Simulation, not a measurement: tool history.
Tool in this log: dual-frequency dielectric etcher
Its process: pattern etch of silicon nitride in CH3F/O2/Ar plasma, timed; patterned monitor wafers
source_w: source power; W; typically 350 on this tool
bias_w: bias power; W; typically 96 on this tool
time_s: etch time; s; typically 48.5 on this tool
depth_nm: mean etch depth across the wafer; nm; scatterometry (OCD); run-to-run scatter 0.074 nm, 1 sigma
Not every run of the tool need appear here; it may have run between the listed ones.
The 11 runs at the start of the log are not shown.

| run | hour | source_w | bias_w | time_s | wafers since the last listed run | hours since the last wet clean | hours since the last source power generator calibration | hours since the last bias power generator calibration | hours since the last upper electrode change | hours since the gauge calibration | read-back reference wafer on the same gauge, depth_nm | depth_nm |
|---|---|---|---|---|---|---|---|---|---|---|---|---|
|  | 702.1 | upper electrode replaced |
|  | 708.4 | source power generator calibrated |
|  | 739.8 | wet clean of the chamber |
| 12 | 740.3 | 350 | 96 | 48.5 | 134 | 0.5 | 31.9 | 2414.6 | 38.2 | 1044.5 | 35.2 | 37.45 |
| 13 | 796 | 420 | 96 | 48.5 | 388 | 56.2 | 87.6 | 2470.3 | 93.9 | 1100.2 | 35.2 | 39 |
| 14 | 822.7 | 330 | 96 | 48.5 | 186 | 82.9 | 114.3 | 2497 | 120.6 | 1126.9 | 35.19 | 37.08 |
|  | 856.6 | gauge calibrated |
| 15 | 868.2 | 400 | 86 | 48.5 | 317 | 128.4 | 159.8 | 2542.5 | 166.1 | 11.6 | 35.19 | 37.28 |
| 16 | 930 | 320 | 96 | 42 | 430 | 190.2 | 221.6 | 2604.3 | 227.9 | 73.4 | 35.2 | 32.1 |
| 17 | 979.5 | 380 | 96 | 37 | 344 | 239.7 | 271.1 | 2653.8 | 277.4 | 122.9 | 35.21 | 29.32 |
| 18 | 1010 | 380 | 117 | 41.5 | 212 | 270.2 | 301.6 | 2684.3 | 307.9 | 153.4 | 35.21 | 35.12 |
|  | 1026.5 | bias power generator calibrated |
| 19 | 1038.3 | 350 | 96 | 43 | 169 | 298.5 | 329.9 | 11.8 | 336.2 | 181.7 | 35.21 | 33.26 |
| 20 | 1076.9 | 350 | 96 | 54.5 | 268 | 337.1 | 368.5 | 50.4 | 374.8 | 220.3 | 35.2 | 42.01 |
| 21 | 1112.2 | 380 | 117 | 41.5 | 245 | 372.4 | 403.8 | 85.7 | 410.1 | 255.6 | 35.21 | 34.86 |
| 22 | 1182.1 | 350 | 96 | 48.5 | 487 | 442.3 | 473.7 | 155.6 | 480 | 325.5 | 35.2 | 37.6 |
| 23 | 1230.7 | 350 | 96 | 48.5 | 338 | 490.9 | 522.3 | 204.2 | 528.6 | 374.1 | 35.2 | 37.56 |
| 24 | 1259 | 400 | 96 | 48.5 | 197 | 519.2 | 550.6 | 232.5 | 556.9 | 402.4 | 35.2 | 38.59 |
|  | 1306.8 | wet clean of the chamber |
| 25 | 1330.4 | 350 | 96 | 48.5 | 330 | 23.6 | 622 | 303.9 | 628.3 | 473.8 | 35.19 | 37.31 |
| 26 | 1376.9 | 310 | 96 | 48.5 | 324 | 70.1 | 668.5 | 350.4 | 674.8 | 520.3 | 35.2 | 36.51 |
| 27 | 1409.8 | 350 | 87 | 48.5 | 229 | 103 | 701.4 | 383.3 | 707.7 | 553.2 | 35.2 | 36.11 |
| 28 | 1460.3 | 350 | 96 | 48.5 | 351 | 153.5 | 751.9 | 433.8 | 758.2 | 603.7 | 35.18 | 37.31 |
| 29 | 1518.4 | 350 | 111 | 54 | 404 | 211.6 | 810 | 491.9 | 816.3 | 661.8 | 35.21 | 43.79 |
| 30 | 1568.2 | 260 | 96 | 48.5 | 347 | 261.4 | 859.8 | 541.7 | 866.1 | 711.6 | 35.21 | 35.55 |

Predict each of these 4 candidate next runs independently; none follows another, all start after run 30:
| A | 1568.6 | 350 | 118 | 48.5 | 2 | 261.8 | 860.2 | 542.1 | 866.5 | 712 | ? | ? |
| B | 1568.6 | 350 | 104 | 48.5 | 2 | 261.8 | 860.2 | 542.1 | 866.5 | 712 | ? | ? |
| C | 1568.6 | 290 | 78 | 43.5 | 2 | 261.8 | 860.2 | 542.1 | 866.5 | 712 | ? | ? |
| D | 1568.6 | 350 | 96 | 53 | 2 | 261.8 | 860.2 | 542.1 | 866.5 | 712 | ? | ? |

| run | read-back reference wafer on the same gauge, depth_nm | depth_nm |
|---|---|---|
| A | 35.2 | 40.32 |
| B | 35.2 | 38.6 |
| C | 35.2 | 30.45 |
| D | 35.2 | 41.05 |
With the hidden condition removed and each run's random variation left untouched, the same runs would have given:
| run | depth_nm |
|---|---|
| A | 39.86 |
| B | 38.16 |
| C | 30.12 |
| D | 40.59 |
